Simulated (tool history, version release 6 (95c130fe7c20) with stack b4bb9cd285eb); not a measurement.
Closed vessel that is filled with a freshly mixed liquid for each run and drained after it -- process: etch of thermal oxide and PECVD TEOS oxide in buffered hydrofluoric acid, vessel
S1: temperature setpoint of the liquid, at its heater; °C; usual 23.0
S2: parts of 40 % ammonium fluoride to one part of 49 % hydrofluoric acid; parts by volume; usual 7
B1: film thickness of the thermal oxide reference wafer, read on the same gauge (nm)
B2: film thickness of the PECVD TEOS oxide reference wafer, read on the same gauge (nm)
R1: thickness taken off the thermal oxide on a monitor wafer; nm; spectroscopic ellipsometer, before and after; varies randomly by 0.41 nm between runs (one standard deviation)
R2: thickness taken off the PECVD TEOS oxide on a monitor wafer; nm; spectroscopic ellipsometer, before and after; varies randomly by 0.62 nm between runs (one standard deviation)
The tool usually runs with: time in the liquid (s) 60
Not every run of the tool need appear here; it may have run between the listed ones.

Run 1, hour 0.0: usual settings; B1 149.95; B2 59.99. Result: R1 96.52 nm, R2 90.91 nm.
Run 2, hour 56.8: usual settings; B1 150.00; B2 60.01. Result: R1 95.71 nm, R2 89.68 nm.
Run 3, hour 109.9: usual settings; B1 149.96; B2 59.99. Result: R1 95.95 nm, R2 89.97 nm.
Run 4, hour 185.3: usual settings; B1 150.02; B2 59.98. Result: R1 96.64 nm, R2 89.58 nm.
Run 5, hour 266.3: usual settings but S1 18.0 °C, time in the liquid (s) 90; B1 149.94; B2 60.00. Result: R1 109.84 nm, R2 102.37 nm.
Run 6, hour 306.7: usual settings; B1 149.99; B2 60.01. Result: R1 96.37 nm, R2 90.35 nm.
At hour 343.3: hydrofluoric acid flow meter replaced.
Run 7, hour 344.9: usual settings but S1 27.5 °C, S2 8 parts by volume, time in the liquid (s) 85; B1 150.00; B2 60.01. Result: R1 152.67 nm, R2 139.93 nm.
Run 8, hour 429.6: usual settings but S2 5 parts by volume, time in the liquid (s) 50; B1 150.01; B2 59.98. Result: R1 107.79 nm, R2 98.62 nm.
Run 9, hour 517.7: usual settings but S1 20.0 °C; B1 150.05; B2 60.01. Result: R1 82.68 nm, R2 75.12 nm.
Run 10, hour 599.3: usual settings; B1 150.02; B2 60.03. Result: R1 96.86 nm, R2 90.09 nm.
Run 11, hour 673.5: usual settings; B1 150.01; B2 59.98. Result: R1 96.05 nm, R2 89.13 nm.
Run 12, hour 711.6: usual settings but S1 18.5 °C, S2 5 parts by volume, time in the liquid (s) 75; B1 149.98; B2 60.02. Result: R1 126.32 nm, R2 116.27 nm.
Run 13, hour 784.7: usual settings but S1 27.0 °C, S2 5 parts by volume, time in the liquid (s) 30; B1 149.96; B2 60.02. Result: R1 80.02 nm, R2 74.44 nm.
Run 14, hour 824.2: usual settings; B1 150.00; B2 60.01. Result: R1 96.53 nm, R2 89.76 nm.
Run 15, hour 916.9: usual settings; B1 150.01; B2 60.01. Result: R1 96.75 nm, R2 89.99 nm.
Run 16, hour 963.3: usual settings but S1 19.5 °C, S2 9 parts by volume, time in the liquid (s) 40; B1 150.00; B2 59.98. Result: R1 40.45 nm, R2 37.42 nm.
At hour 1022.3: hydrofluoric acid flow meter replaced.
Run 17, hour 1056.6: usual settings; B1 150.01; B2 60.02. Result: R1 97.17 nm, R2 88.53 nm.
Run 18, hour 1134.5: usual settings but S1 21.5 °C, S2 8 parts by volume, time in the liquid (s) 75; B1 150.06; B2 60.04. Result: R1 95.93 nm, R2 88.93 nm.

Run 19 is up next; what results do you expect?
Run 19, hour 1234.6: usual settings but S2 9 parts by volume, time in the liquid (s) 40; B1 ?; B2 ?. Result: R1 ?, R2 ?.

Run 19 measured B1 150.01, B2 59.99, R1 49.05 nm, R2 45.29 nm.
With the hidden condition absent and the run-to-run variation left alone, this run would have shown R1 49.05 nm, R2 45.29 nm.
